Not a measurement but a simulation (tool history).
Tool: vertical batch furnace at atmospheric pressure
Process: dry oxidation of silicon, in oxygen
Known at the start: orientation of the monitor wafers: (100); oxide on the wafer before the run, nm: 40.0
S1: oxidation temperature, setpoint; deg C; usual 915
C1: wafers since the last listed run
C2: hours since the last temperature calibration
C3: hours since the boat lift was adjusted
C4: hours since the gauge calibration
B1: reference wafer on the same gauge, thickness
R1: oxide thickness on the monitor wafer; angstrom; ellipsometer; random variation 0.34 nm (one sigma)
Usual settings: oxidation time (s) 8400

run 1 hour=0.0 | S1=915 oxidation_time_(s)=8400 | C1=0 C2=2589.7 C3=4557.5 C4=554.5 | B1=51.09 | R1=633.4
run 2 hour=42.8 | S1=915 oxidation_time_(s)=8400 | C1=280 C2=2632.5 C3=4600.3 C4=597.3 | B1=51.18 | R1=631.6
run 3 hour=224.6 | S1=915 oxidation_time_(s)=8400 | C1=1190 C2=2814.3 C3=4782.1 C4=779.1 | B1=51.05 | R1=626.5
run 4 hour=294.2 | S1=905 oxidation_time_(s)=11160 | C1=455 C2=2883.9 C3=4851.7 C4=848.7 | B1=50.91 | R1=659.4
run 5 hour=326.2 | S1=905 oxidation_time_(s)=11160 | C1=209 C2=2915.9 C3=4883.7 C4=880.7 | B1=51.01 | R1=667.6
run 6 hour=355.4 | S1=915 oxidation_time_(s)=8400 | C1=191 C2=2945.1 C3=4912.9 C4=909.9 | B1=51.01 | R1=633.8
-- hour=415.6 gauge calibrated
run 7 hour=500.4 | S1=915 oxidation_time_(s)=8400 | C1=949 C2=3090.1 C3=5057.9 C4=84.8 | B1=52.04 | R1=642.5
run 8 hour=541.6 | S1=915 oxidation_time_(s)=8400 | C1=269 C2=3131.3 C3=5099.1 C4=126.0 | B1=51.94 | R1=638.0
run 9 hour=591.9 | S1=915 oxidation_time_(s)=8400 | C1=329 C2=3181.6 C3=5149.4 C4=176.3 | B1=51.69 | R1=638.4
run 10 hour=639.4 | S1=915 oxidation_time_(s)=8400 | C1=311 C2=3229.1 C3=5196.9 C4=223.8 | B1=51.58 | R1=633.5
-- hour=688.7 boat lift adjusted
run 11 hour=689.2 | S1=915 oxidation_time_(s)=8400 | C1=168 C2=3278.9 C3=0.5 C4=273.6 | B1=51.38 | R1=637.2
run 12 hour=712.2 | S1=915 oxidation_time_(s)=8400 | C1=150 C2=3301.9 C3=23.5 C4=296.6 | B1=51.34 | R1=636.9
run 13 hour=771.5 | S1=928 oxidation_time_(s)=6720 | C1=388 C2=3361.2 C3=82.8 C4=355.9 | B1=51.30 | R1=631.2
run 14 hour=838.6 | S1=923 oxidation_time_(s)=6600 | C1=439 C2=3428.3 C3=149.9 C4=423.0 | B1=51.12 | R1=604.1
-- hour=867.8 thermocouples replaced and temperature profile calibrated
run 15 hour=897.6 | S1=896 oxidation_time_(s)=9600 | C1=229 C2=29.8 C3=208.9 C4=482.0 | B1=50.97 | R1=588.2
run 16 hour=962.9 | S1=938 oxidation_time_(s)=6540 | C1=427 C2=95.1 C3=274.2 C4=547.3 | B1=50.97 | R1=650.0
run 17 hour=1020.7 | S1=903 oxidation_time_(s)=5940 | C1=378 C2=152.9 C3=332.0 C4=605.1 | B1=50.91 | R1=533.0
run 18 hour=1080.0 | S1=921 oxidation_time_(s)=5970 | C1=388 C2=212.2 C3=391.3 C4=664.4 | B1=50.82 | R1=574.0
run 19 hour=1146.6 | S1=932 oxidation_time_(s)=10560 | C1=436 C2=278.8 C3=457.9 C4=731.0 | B1=50.86 | R1=770.4
run 20 hour=1260.1 | S1=933 oxidation_time_(s)=9600 | C1=743 C2=392.3 C3=571.4 C4=844.5 | B1=50.75 | R1=743.1
run 21 hour=1306.5 | S1=894 oxidation_time_(s)=4920 | C1=303 C2=438.7 C3=617.8 C4=890.9 | B1=50.69 | R1=486.4
-- hour=1332.7 gauge calibrated
run 22 hour=1360.7 | S1=915 oxidation_time_(s)=8400 | C1=354 C2=492.9 C3=672.0 C4=28.0 | B1=52.40 | R1=649.4

5 ways to go on from here, each from the tool as it stands after run 22. What would each give?
run A hour=1366.9 | S1=915 oxidation_time_(s)=8400 | C1=40 C2=499.1 C3=678.2 C4=34.2 | B1=? | R1=?
run B hour=1366.9 | S1=899 oxidation_time_(s)=6090 | C1=40 C2=499.1 C3=678.2 C4=34.2 | B1=? | R1=?
run C hour=1366.9 | S1=922 oxidation_time_(s)=4650 | C1=40 C2=499.1 C3=678.2 C4=34.2 | B1=? | R1=?
run D hour=1366.9 | S1=924 oxidation_time_(s)=9570 | C1=40 C2=499.1 C3=678.2 C4=34.2 | B1=? | R1=?
run E hour=1366.9 | S1=940 oxidation_time_(s)=7320 | C1=40 C2=499.1 C3=678.2 C4=34.2 | B1=? | R1=?

run=A B1=52.33 R1=645.8
run=B B1=52.33 R1=541.5
run=C B1=52.33 R1=554.7
run=D B1=52.33 R1=717.3
run=E B1=52.33 R1=708.0
Without the tool's hidden state the same runs would have given:
run=A R1=651.5
run=B R1=546.2
run=C R1=559.5
run=D R1=723.6
run=E R1=714.2
